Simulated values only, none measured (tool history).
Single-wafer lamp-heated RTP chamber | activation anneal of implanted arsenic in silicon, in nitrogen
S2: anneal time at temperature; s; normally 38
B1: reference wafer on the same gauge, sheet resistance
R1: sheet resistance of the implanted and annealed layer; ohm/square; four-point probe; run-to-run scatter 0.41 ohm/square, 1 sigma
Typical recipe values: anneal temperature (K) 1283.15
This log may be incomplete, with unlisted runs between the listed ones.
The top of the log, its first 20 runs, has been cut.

Run 21, hour 257.2: usual settings but anneal temperature (K) 1293.15, S2 29 s; B1 291.03. Result: R1 245.43 ohm/square.
Run 22, hour 265.4: usual settings but anneal temperature (K) 1303.15, S2 24 s; B1 291.05. Result: R1 245.23 ohm/square.
Run 23, hour 276.7: usual settings but anneal temperature (K) 1308.15; B1 291. Result: R1 238.53 ohm/square.
At hour 278.8: gauge calibrated.
Run 24, hour 284.6: usual settings but anneal temperature (K) 1291.15, S2 58 s; B1 290.96. Result: R1 238.09 ohm/square.
Run 25, hour 291.3: usual settings; B1 290.98. Result: R1 245.48 ohm/square.
Run 26, hour 300: usual settings but anneal temperature (K) 1310.15, S2 19 s; B1 291.04. Result: R1 246.95 ohm/square.
Run 27, hour 313.9: usual settings; B1 290.92. Result: R1 245.69 ohm/square.
Run 28, hour 324.6: usual settings; B1 291.03. Result: R1 245.45 ohm/square.
Run 29, hour 369.7: usual settings but anneal temperature (K) 1257.15, S2 26 s; B1 290.93. Result: R1 255.52 ohm/square.
Run 30, hour 382.8: usual settings but anneal temperature (K) 1309.15, S2 56 s; B1 291.07. Result: R1 230.81 ohm/square.
Run 31, hour 391.1: usual settings but S2 30 s; B1 291.03. Result: R1 247.7 ohm/square.
Run 32, hour 405.4: usual settings; B1 290.93. Result: R1 245.34 ohm/square.
Run 33, hour 418.6: usual settings but S2 52 s; B1 291. Result: R1 241.18 ohm/square.
Run 34, hour 432.4: usual settings but anneal temperature (K) 1305.15; B1 290.97. Result: R1 237.58 ohm/square.

Alternative continuations, all from the tool just after run 34; predict every row:
Run A, hour 432.8: usual settings but S2 48 s; B1 ?. Result: R1 ?.
Run B, hour 432.8: usual settings but anneal temperature (K) 1260.15; B1 ?. Result: R1 ?.
Run C, hour 432.8: usual settings but anneal temperature (K) 1257.15, S2 25 s; B1 ?. Result: R1 ?.

run      B1      R1
  A  290.94  241.62
  B  290.94  250.87
  C  290.94  255.36
What these runs would have given with no unlogged condition in the tool:
run      R1
  A  244.97
  B  253.17
  C  257.05
